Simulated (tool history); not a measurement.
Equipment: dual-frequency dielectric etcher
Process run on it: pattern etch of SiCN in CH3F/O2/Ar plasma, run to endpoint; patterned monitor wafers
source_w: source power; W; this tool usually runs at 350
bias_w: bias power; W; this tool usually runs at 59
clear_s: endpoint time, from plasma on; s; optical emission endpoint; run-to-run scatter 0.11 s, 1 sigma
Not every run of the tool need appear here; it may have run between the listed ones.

run   hour  source_w  bias_w  incoming incoming film thickness, nm  clear_s
  1      0       280      59                                  7.49     27.2
  2   27.3       280      59                                  7.53     27.6
  3   52.9       350      59                                  7.53     23.6
  4   85.9       350      59                                  7.56     23.9
  5  120.9       350      59                                  7.52     23.9
  6  146.8       310      59                                  7.48     25.7
  7  165.2       310      59                                  7.47     25.6
     191.2  -- wet clean of the chamber
  8  192.2       390      59                                  7.49     21.2
     199.6  -- source power generator calibrated
  9  208.3       390      59                                  7.42       21
 10  221.8       350      59                                  7.59     22.8
 11  242.9       350      59                                  7.43     22.6
 12  262.1       280      59                                  7.53     26.4
 13  278.3       350      65                                  7.52     22.4
 14  361.2       320      73                                  7.52     22.9
     383.1  -- bias power generator calibrated
 15  384.9       270      59                                  7.49     27.7
 16  414.7       400      59                                  7.53     21.6
     444.9  -- upper electrode replaced
 17  448.8       380      47                                  7.51       24
 18  475.2       350      59                                  7.51     23.4

Estimate the outcome of run 19 from the log above:
 19  492.8       260      73                                  7.48        ?

clear_s: 26.4 s
With the hidden condition absent and the run-to-run variation left alone, this run would have shown clear_s 25.7 s.
